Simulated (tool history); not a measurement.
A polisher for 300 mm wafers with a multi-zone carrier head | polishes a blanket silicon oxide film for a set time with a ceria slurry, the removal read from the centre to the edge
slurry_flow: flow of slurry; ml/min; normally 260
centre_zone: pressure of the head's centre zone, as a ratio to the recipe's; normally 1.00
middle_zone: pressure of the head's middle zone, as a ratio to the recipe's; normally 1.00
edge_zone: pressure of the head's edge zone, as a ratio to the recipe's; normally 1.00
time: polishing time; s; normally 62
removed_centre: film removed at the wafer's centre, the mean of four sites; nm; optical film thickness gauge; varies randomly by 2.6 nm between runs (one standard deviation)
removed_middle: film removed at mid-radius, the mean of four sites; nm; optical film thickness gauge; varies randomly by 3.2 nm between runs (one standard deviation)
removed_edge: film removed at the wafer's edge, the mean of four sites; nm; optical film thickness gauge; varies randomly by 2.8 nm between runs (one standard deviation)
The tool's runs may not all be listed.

run,day,slurry_flow,centre_zone,middle_zone,edge_zone,time,wafers since the last listed run,wafers polished on this pad,hours since the slurry nozzle was cleaned,hours since the centre zone pressure was calibrated,hours since the edge zone pressure was calibrated,hours since the carrier head's membrane was replaced,"incoming thickness of the incoming film, nm",removed_centre,removed_middle,removed_edge
1,0.000,220,1.00,1.04,1.00,62,0,346,248.3,1010.4,296.7,1011.4,1424.0,237.5,247.3,230.1
2,1.325,260,1.00,1.00,1.00,62,199,545,280.1,1042.2,328.5,1043.2,1447.1,243.0,246.4,234.2
3,2.517,260,1.00,1.00,1.00,62,179,724,308.7,1070.8,357.1,1071.8,1432.7,245.9,239.6,238.4
# day 3.008: centre zone pressure recalibrated
4,3.275,260,1.00,1.00,1.00,62,101,826,326.9,6.4,375.3,1090.0,1458.6,240.0,243.3,240.6
# day 3.492: worn pad replaced by a new one
5,4.017,260,1.00,1.00,1.00,62,86,79,344.7,24.2,393.1,1107.8,1427.9,238.3,240.0,234.6
6,4.962,260,1.00,1.00,1.00,62,142,221,367.4,46.9,415.8,1130.5,1446.1,243.1,238.1,235.2
7,5.725,260,1.00,1.00,1.00,62,114,335,385.7,65.2,434.1,1148.8,1455.2,245.1,240.6,237.8
8,6.425,260,1.00,1.00,1.00,62,105,441,402.5,82.0,450.9,1165.6,1412.0,247.8,241.1,239.6
# day 6.833: slurry nozzle cleaned
9,7.258,260,1.00,1.00,1.00,62,119,560,10.2,102.0,470.9,1185.6,1418.2,248.3,245.7,243.2
10,8.217,260,0.94,1.00,1.00,62,144,704,33.2,125.0,493.9,1208.6,1409.6,230.6,243.6,244.9
# day 8.617: worn pad replaced by a new one
11,8.962,290,1.00,0.90,1.00,62,87,52,51.1,142.9,511.8,1226.5,1400.6,247.3,222.8,240.8
12,9.708,235,1.00,1.00,1.00,49,112,164,69.0,160.8,529.7,1244.4,1417.4,191.6,192.2,185.4
13,10.258,260,1.12,1.00,1.00,62,82,247,82.2,174.0,542.9,1257.6,1447.6,275.3,245.1,242.1
14,11.546,260,1.00,1.00,1.00,62,193,440,113.1,204.9,573.8,1288.5,1411.8,241.9,238.5,235.0
# day 11.888: edge zone pressure recalibrated
15,12.279,260,1.00,1.00,1.00,62,97,538,130.7,222.5,9.4,1306.1,1451.6,241.5,242.2,237.5
# day 13.083: worn pad replaced by a new one
16,13.529,210,1.08,1.00,1.00,62,162,67,160.7,252.5,39.4,1336.1,1414.4,258.1,237.1,236.5
# day 14.433: carrier head's membrane replaced by a new one
17,14.454,260,1.00,0.95,1.00,43,107,175,182.9,274.7,61.6,0.5,1457.8,167.7,156.4,164.0
18,15.088,260,1.00,1.00,1.00,62,95,270,198.1,289.9,76.8,15.7,1441.1,245.5,243.9,233.8
19,15.858,260,1.00,1.00,1.00,62,115,386,216.6,308.4,95.3,34.2,1422.8,242.6,245.0,238.0
20,17.092,260,0.96,1.00,1.00,62,185,571,246.2,338.0,124.9,63.8,1432.5,238.9,235.9,236.6
# day 18.071: worn pad replaced by a new one
21,18.108,260,1.00,0.93,0.90,62,127,5,270.6,362.4,149.3,88.2,1441.4,245.3,223.2,228.6
22,18.938,260,1.00,1.00,1.00,76,124,130,290.5,382.3,169.2,108.1,1419.3,298.6,303.3,293.8
23,19.925,260,1.00,1.00,1.00,62,148,278,314.2,406.0,192.9,131.8,1416.7,247.0,242.1,237.2

What differs in the tool's unlogged condition from the final listed run ahead of each entry between runs to the first listed run following it?
Run 3 -> run 4: centre zone pressure recalibrated (day 3.008)
  the hidden state is the same at both runs
Run 4 -> run 5: worn pad replaced by a new one (day 3.492)
  the hidden state is the same at both runs
Run 8 -> run 9: slurry nozzle cleaned (day 6.833)
  the hidden state is the same at both runs
Run 10 -> run 11: worn pad replaced by a new one (day 8.617)
  the hidden state is the same at both runs
Run 14 -> run 15: edge zone pressure recalibrated (day 11.888)
  the hidden state is the same at both runs
Run 15 -> run 16: worn pad replaced by a new one (day 13.083)
  the hidden state is the same at both runs
Run 16 -> run 17: carrier head's membrane replaced by a new one (day 14.433)
  the hidden state is the same at both runs
Run 20 -> run 21: worn pad replaced by a new one (day 18.071)
  the hidden state is the same at both runs
